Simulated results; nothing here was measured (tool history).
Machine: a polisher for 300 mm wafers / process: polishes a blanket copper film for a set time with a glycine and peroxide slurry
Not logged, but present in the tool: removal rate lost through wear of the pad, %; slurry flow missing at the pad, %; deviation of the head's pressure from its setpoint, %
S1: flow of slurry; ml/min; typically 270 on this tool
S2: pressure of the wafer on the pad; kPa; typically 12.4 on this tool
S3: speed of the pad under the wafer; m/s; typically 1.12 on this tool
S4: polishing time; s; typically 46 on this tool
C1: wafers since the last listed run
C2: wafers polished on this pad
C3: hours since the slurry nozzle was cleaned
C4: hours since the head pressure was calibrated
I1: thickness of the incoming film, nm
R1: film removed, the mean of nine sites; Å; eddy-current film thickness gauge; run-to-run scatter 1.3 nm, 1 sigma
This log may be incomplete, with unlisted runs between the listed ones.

run    hour   S1    S2    S3  S4    C1    C2     C3     C4      I1    R1
  1       0  205  12.4  1.12  46     0  1882    188   54.5  1317.6  1936
  2    81.1  205  12.4  1.12  46   791  2674  269.1  135.6  1342.5  1913
  3     173  205  12.4  1.12  46   896  3571    361  227.5  1348.5  1918
  4     273  325  12.4  1.12  46   975  4547    461  327.5  1339.8  1941
  5   329.2  325  12.4  1.12  46   548  5095  517.2  383.7  1365.7  1938
      364.7  -- worn pad replaced by a new one
  6   383.7  270  12.4  1.12  55   492   185  571.7  438.2  1340.7  2146
      440.3  -- slurry nozzle cleaned
  7   451.2  270  12.4  1.12  55   648   834   10.9  505.7  1343.1  2163
  8   503.7  220  12.4  1.12  46   512  1346   63.4  558.2  1356.8  1749
      523.1  -- head pressure recalibrated
  9   562.3  220  12.4  1.12  46   552  1898    122   39.2    1341  1745
 10   648.2  220  12.4  1.12  46   838  2737  207.9  125.1  1370.8  1730
 11   746.6  230  12.4  0.82  46   960  3697  306.3  223.5  1349.8  1366
 12   822.9  230  12.4  0.82  46   744  4442  382.6  299.8  1345.8  1364
 13   899.3  270  12.4  1.12  46   745  5187    459  376.2  1353.3  1713
      917.6  -- worn pad replaced by a new one, repeated, since the last time left the tool worse
 14  1001.6  270  12.4  1.12  46   959   820  561.3  478.5  1346.8  1997
     1015.3  -- slurry nozzle cleaned
     1047.8  -- head pressure recalibrated
 15  1108.4  270  12.4  1.12  46  1013  1833   93.1   60.6  1332.8  1969
 16  1150.4  270    11  0.86  46   409  2242  135.1  102.6  1360.3  1532
 17  1209.6  270    11  0.86  46   577  2820  194.3  161.8  1328.2  1509
 18    1311  270  12.4  1.12  46   989  3810  295.7  263.2  1361.8  1920
 19  1403.3  270     9  0.96  46   900  4711    388  355.5  1326.6  1488
     1486.8  -- worn pad replaced by a new one
 20  1509.4  270  12.4  1.12  46   996   220  494.1  461.6  1354.7  2022
     1523.3  -- slurry nozzle cleaned
 21  1590.7  310    11  1.12  55   783  1004   67.4  542.9  1337.9  2229
     1596.4  -- head pressure recalibrated
 22  1632.9  230  12.4  0.76  40   392  1396  109.6   36.5  1347.4  1283
 23  1686.8  270   9.7  1.46  46   526  1922  163.5   90.4  1339.1  2146

Predict the results of run 24:
 24  1751  270  12.4  1.12  46  626  2549  227.7  154.6  1346.7   ?

Run 24 came out at R1 1936 Å.
Minus the tool's unlogged condition, the same run would have read R1 2008 Å.

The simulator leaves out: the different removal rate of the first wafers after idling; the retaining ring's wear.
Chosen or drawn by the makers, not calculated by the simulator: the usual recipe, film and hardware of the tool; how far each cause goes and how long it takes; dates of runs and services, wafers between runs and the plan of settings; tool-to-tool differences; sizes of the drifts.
